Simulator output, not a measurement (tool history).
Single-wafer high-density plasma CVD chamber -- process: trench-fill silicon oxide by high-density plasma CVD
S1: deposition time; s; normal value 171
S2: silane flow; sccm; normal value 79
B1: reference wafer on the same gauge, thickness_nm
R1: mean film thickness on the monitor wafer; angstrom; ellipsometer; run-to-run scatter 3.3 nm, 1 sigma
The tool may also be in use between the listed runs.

| run | hour | S1 | S2 | B1 | R1 |
|---|---|---|---|---|---|
| 1 | 0.0 | 171 | 85 | 1320.203 | 13856.26 |
| 2 | 8.6 | 171 | 79 | 1320.453 | 12971.58 |
| 3 | 25.2 | 171 | 79 | 1320.043 | 13003.12 |
| 4 | 39.1 | 171 | 79 | 1319.507 | 12878.32 |
| 5 | 53.9 | 198 | 79 | 1320.474 | 15005.25 |
| 6 | 64.3 | 198 | 79 | 1318.623 | 15016.54 |
| 7 | 71.6 | 190 | 79 | 1320.212 | 14446.71 |
| 8 | 81.4 | 190 | 79 | 1319.194 | 14373.08 |
| 9 | 95.0 | 171 | 82 | 1319.859 | 13429.24 |
| 10 | 105.9 | 171 | 82 | 1319.255 | 13405.25 |
| 11 | 112.6 | 196 | 79 | 1321.139 | 14866.89 |
| 12 | 157.6 | 196 | 79 | 1318.856 | 14778.07 |
| 13 | 173.6 | 196 | 79 | 1321.190 | 14920.01 |
| 14 | 180.4 | 171 | 79 | 1320.948 | 12959.81 |
| 15 | 187.4 | 171 | 79 | 1320.689 | 12878.31 |
| 16 | 198.1 | 171 | 79 | 1319.890 | 12927.84 |
| 17 | 214.5 | 161 | 79 | 1320.609 | 12189.50 |
| 18 | 229.0 | 161 | 79 | 1319.705 | 12155.88 |
| 19 | 246.0 | 184 | 85 | 1320.499 | 14930.90 |
|  | 246.3 | gauge calibrated |
| 20 | 252.9 | 142 | 71 | 1320.090 | 9807.36 |
| 21 | 259.3 | 171 | 90 | 1318.764 | 14554.47 |
| 22 | 271.7 | 147 | 88 | 1319.210 | 12252.89 |
|  | 281.1 | silane flow controller replaced |
| 23 | 281.6 | 171 | 79 | 1320.409 | 13644.04 |
| 24 | 296.3 | 171 | 71 | 1320.649 | 12303.50 |
| 25 | 304.1 | 195 | 74 | 1319.800 | 14666.72 |
| 26 | 313.8 | 188 | 71 | 1320.843 | 13601.90 |
| 27 | 329.8 | 155 | 87 | 1321.212 | 13399.90 |
| 28 | 347.4 | 171 | 79 | 1319.157 | 13553.27 |
| 29 | 361.5 | 149 | 79 | 1320.083 | 11806.67 |
| 30 | 376.4 | 202 | 67 | 1321.386 | 13836.36 |
| 31 | 389.3 | 152 | 71 | 1319.722 | 10958.94 |
| 32 | 400.4 | 152 | 79 | 1319.098 | 11978.68 |
| 33 | 410.4 | 171 | 79 | 1320.840 | 13514.66 |
| 34 | 428.1 | 171 | 79 | 1320.327 | 13449.48 |
| 35 | 477.8 | 152 | 90 | 1319.596 | 13453.18 |
| 36 | 487.6 | 171 | 79 | 1319.693 | 13453.31 |
| 37 | 499.1 | 151 | 90 | 1318.958 | 13295.58 |
| 38 | 508.8 | 183 | 92 | 1320.158 | 16533.61 |
| 39 | 516.0 | 160 | 91 | 1319.043 | 14300.70 |

Here are 4 independent what-if runs from the current tool condition. What would each one return?
| A | 516.4 | 171 | 89 | ? | ? |
| B | 516.4 | 138 | 90 | ? | ? |
| C | 516.4 | 188 | 85 | ? | ? |
| D | 516.4 | 189 | 67 | ? | ? |

| run | B1 | R1 |
|---|---|---|
| A | 1318.921 | 14848.03 |
| B | 1318.921 | 12103.55 |
| C | 1318.921 | 15665.13 |
| D | 1318.921 | 12767.11 |
With no hidden state in the tool, these same runs would have given:
| run | R1 |
|---|---|
| A | 15115.35 |
| B | 12321.47 |
| C | 15947.17 |
| D | 12996.97 |
